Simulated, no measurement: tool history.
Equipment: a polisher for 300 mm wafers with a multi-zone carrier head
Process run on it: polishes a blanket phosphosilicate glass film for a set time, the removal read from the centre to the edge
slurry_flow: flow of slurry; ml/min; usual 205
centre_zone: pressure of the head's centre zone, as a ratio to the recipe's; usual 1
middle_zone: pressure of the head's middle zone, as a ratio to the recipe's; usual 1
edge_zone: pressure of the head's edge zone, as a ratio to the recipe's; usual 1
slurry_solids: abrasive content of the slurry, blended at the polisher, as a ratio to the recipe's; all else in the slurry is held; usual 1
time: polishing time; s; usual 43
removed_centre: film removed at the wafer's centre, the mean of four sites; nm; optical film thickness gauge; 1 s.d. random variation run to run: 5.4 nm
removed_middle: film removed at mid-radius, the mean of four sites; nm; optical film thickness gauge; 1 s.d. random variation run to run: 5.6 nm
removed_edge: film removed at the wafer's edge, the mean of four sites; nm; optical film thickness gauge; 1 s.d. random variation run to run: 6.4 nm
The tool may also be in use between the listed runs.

run	hour	slurry_flow	centre_zone	middle_zone	edge_zone	slurry_solids	time	wafers since the last listed run	wafers polished on this pad	hours since the slurry nozzle was cleaned	hours since the centre zone pressure was calibrated	hours since the edge zone pressure was calibrated	hours since the carrier head's membrane was replaced	incoming thickness of the incoming film, nm	removed_centre	removed_middle	removed_edge
1	0	205	1.09	1	1	1	43	0	245	77.2	214.7	300.9	698.3	4543.1	639.8	615.8	608.2
2	57.1	205	1.09	1	1	1	43	489	735	134.3	271.8	358	755.4	4426.6	626.2	606.8	608.6
3	100.9	205	1.09	1	1	1	43	375	1110	178.1	315.6	401.8	799.2	4483.6	616.5	610.8	587.5
4	129	230	1	1	1	1	43	241	1351	206.2	343.7	429.9	827.3	4487.2	574.3	600.8	594.3
# hour 168.3: worn pad replaced by a new one
5	168.8	230	1	1	1	1	43	307	4	246	383.5	469.7	867.1	4477.1	600.8	634.1	623
6	301.7	230	1	1	1	1	43	1139	1144	378.9	516.4	602.6	1000	4499.3	586	617.4	598.7
# hour 328.1: slurry nozzle cleaned
# hour 354.5: worn pad replaced by a new one
7	356.5	205	1	1	1	1	43	427	17	28.4	571.2	657.4	1054.8	4549.9	588	627.4	603.9
8	424.1	205	1	1	1	1	43	579	597	96	638.8	725	1122.4	4417.4	578.6	615.4	596.4
9	485.1	270	1	1.11	1.06	1	43	523	1120	157	699.8	786	1183.4	4396.4	596.5	693	609.5
10	526.9	205	1	1	1	1	43	358	1478	198.8	741.6	827.8	1225.2	4482.6	558.8	577.6	567.1
# hour 544.3: worn pad replaced by a new one
# hour 549.6: carrier head's membrane replaced by a new one, of another model than before
11	562.6	205	1	1	1	1	43	229	113	234.5	777.3	863.5	13	4432.6	591.5	623.9	620.3
# hour 588: centre zone pressure recalibrated
12	670.7	205	1	0.94	1	1	50	910	1023	342.6	82.7	971.6	121.1	4439.8	661.7	644.4	695.3
# hour 673.8: edge zone pressure recalibrated
13	697.5	185	1	1.1	1	1	56	212	1236	369.4	109.5	23.7	147.9	4420	734.9	869.9	752.6
# hour 738.7: worn pad replaced by a new one
14	739.2	205	1	1	1	1	43	323	3	411.1	151.2	65.4	189.6	4533.4	586.8	619.4	598.9
# hour 798.5: slurry nozzle cleaned
15	802.5	205	0.88	1	1	1.1	43	534	538	4	214.5	128.7	252.9	4514	507.7	648	647.3
16	834	250	0.93	0.97	1	1	43	270	808	35.5	246	160.2	284.4	4506.8	541.1	611.8	621.4
17	872.4	205	1	0.96	0.91	0.9	43	329	1137	73.9	284.4	198.6	322.8	4499.1	537.2	524.2	543.6

Subtracting, for every run, the result it would have given without the tool's unlogged condition from the measured result gives the following. The same run-to-run variation enters both numbers; the gauge's scatter may not:
What the log doesn't record here: removal rate lost through wear of the pad, %; slurry flow missing at the pad, %; deviation of the centre zone's pressure from its setpoint, %; deviation of the edge zone's pressure from its setpoint, %.
run	removed_centre	removed_middle	removed_edge
1	-4.2	-4.1	-3.9
2	-11.3	-10.9	-11
3	-21.7	-21.5	-20.6
4	-28.9	-30.2	-29.8
5	-2.4	-2.5	-2.5
6	-21	-22.2	-21.5
7	-5.6	-5.9	-5.7
8	-10.4	-11.1	-10.7
9	-24.1	-28	-24.5
10	-36	-37.3	-36.6
11	-0.3	-0.4	-0.4
12	-18.7	-18.3	-19.7
13	-31	-36.7	-31.8
14	-0.1	-0.2	-0.2
15	-3.6	-4.7	-4.7
16	-8.7	-9.9	-10
17	-17.1	-16.7	-17.4

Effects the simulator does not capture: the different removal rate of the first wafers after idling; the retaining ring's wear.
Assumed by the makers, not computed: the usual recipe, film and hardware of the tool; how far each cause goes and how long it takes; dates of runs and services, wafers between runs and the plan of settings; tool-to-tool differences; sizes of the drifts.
